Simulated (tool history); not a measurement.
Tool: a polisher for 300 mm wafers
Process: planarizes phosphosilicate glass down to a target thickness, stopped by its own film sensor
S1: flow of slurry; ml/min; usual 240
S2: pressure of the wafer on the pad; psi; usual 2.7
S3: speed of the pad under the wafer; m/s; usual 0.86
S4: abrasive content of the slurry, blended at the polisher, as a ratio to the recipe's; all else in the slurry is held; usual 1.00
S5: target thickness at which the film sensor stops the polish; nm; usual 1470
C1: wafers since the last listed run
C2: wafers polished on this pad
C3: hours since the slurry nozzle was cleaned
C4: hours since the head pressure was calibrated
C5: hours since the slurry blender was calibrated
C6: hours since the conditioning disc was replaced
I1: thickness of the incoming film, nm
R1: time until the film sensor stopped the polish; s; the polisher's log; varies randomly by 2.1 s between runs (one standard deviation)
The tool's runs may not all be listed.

run   hour   S1   S2    S3    S4    S5   C1    C2     C3     C4     C5     C6      I1     R1
  1    0.0  240  2.7  0.76  1.00  1470    0   261  199.5   75.3   89.5  544.1  2184.1  117.0
      28.8  -- conditioning disc replaced and pad reconditioned
  2   29.3  240  2.7  0.76  1.00  1470  196   457  228.8  104.6  118.8    0.5  2226.0  123.4
  3   48.0  240  2.7  0.86  1.00  1470  134   592  247.5  123.3  137.5   19.2  2205.5  110.1
  4   62.3  240  2.7  0.86  1.00  1470  103   695  261.8  137.6  151.8   33.5  2168.9  103.3
  5  166.1  240  2.7  0.86  1.00  1470  747  1443  365.6  241.4  255.6  137.3  2223.1  110.4
     171.0  -- worn pad replaced by a new one
  6  195.5  240  2.7  0.86  1.00  1470  183   176  395.0  270.8  285.0  166.7  2243.8  116.6
  7  222.5  240  2.7  0.86  1.00  1625  194   370  422.0  297.8  312.0  193.7  2192.3   83.4
  8  239.7  240  2.7  0.86  1.00  1470  123   494  439.2  315.0  329.2  210.9  2167.9  103.6
  9  267.8  240  2.7  1.00  1.00  1470  202   697  467.3  343.1  357.3  239.0  2193.3   94.3
 10  291.5  240  2.7  0.86  1.00  1340  170   867  491.0  366.8  381.0  262.7  2187.5  124.7
     301.6  -- head pressure recalibrated
 11  326.9  240  2.7  0.86  1.00  1340  240  1108  526.4   25.3  416.4  298.1  2211.1  124.0
 12  354.0  240  2.7  0.62  1.00  1470  195  1303  553.5   52.4  443.5  325.2  2227.0  141.3
     376.8  -- worn pad replaced by a new one
 13  377.3  200  2.7  1.12  0.80  1541  139     3  576.8   75.7  466.8  348.5  2199.3   89.4
     387.8  -- slurry blender recalibrated
 14  396.8  240  2.7  0.86  1.00  1470  126   129  596.3   95.2    9.0  368.0  2186.2  103.2
     405.1  -- slurry nozzle cleaned
 15  426.7  240  2.7  0.86  0.70  1470  208   338   21.6  125.1   38.9  397.9  2194.2  135.4
 16  458.8  215  2.3  0.98  1.00  1470  231   569   53.7  157.2   71.0  430.0  2237.3  116.2
 17  487.0  240  2.7  0.86  1.00  1470  203   772   81.9  185.4   99.2  458.2  2198.9  106.2
 18  520.6  240  2.7  0.86  1.00  1340  242  1014  115.5  219.0  132.8  491.8  2235.5  136.2
     560.0  -- conditioning disc replaced and pad reconditioned
 19  560.5  240  2.7  0.86  1.00  1470  273  1287  155.4  258.9  172.7    0.5  2198.5  106.1
     575.6  -- worn pad replaced by a new one
 20  595.0  325  2.7  1.12  1.00  1470  219   139  189.9  293.4  207.2   35.0  2237.0   90.3
 21  630.4  240  2.4  0.86  1.15  1470  255   394  225.3  328.8  242.6   70.4  2223.9  115.7
 22  651.1  240  2.7  0.74  1.15  1470  149   544  246.0  349.5  263.3   91.1  2176.3  111.7
 23  686.2  165  1.9  0.86  0.85  1288  252   796  281.1  384.6  298.4  126.2  2242.4  214.7
 24  711.2  305  3.0  0.72  1.00  1470  180   977  306.1  409.6  323.4  151.2  2202.3  110.8

Consider 5 possible next runs. They are alternatives, not a sequence: every one starts from the tool as it was left by run 24. What does each give?
  A  711.7  170  2.7  0.86  1.00  1470   3  980  306.6  410.1  323.9  151.7  2194.3   ?
  B  711.7  240  3.3  0.86  1.00  1544   3  980  306.6  410.1  323.9  151.7  2194.3   ?
  C  711.7  325  2.7  0.86  1.00  1226   3  980  306.6  410.1  323.9  151.7  2194.3   ?
  D  711.7  240  2.7  0.86  1.30  1470   3  980  306.6  410.1  323.9  151.7  2194.3   ?
  E  711.7  240  3.0  1.02  1.00  1708   3  980  306.6  410.1  323.9  151.7  2194.3   ?

run     R1
  A  113.0
  B   81.6
  C  140.0
  D   95.4
  E   58.5
The same runs, with their run-to-run variation unchanged, on a tool lacking any hidden condition would have given:
run     R1
  A  113.0
  B   81.6
  C  140.0
  D   95.4
  E   58.5
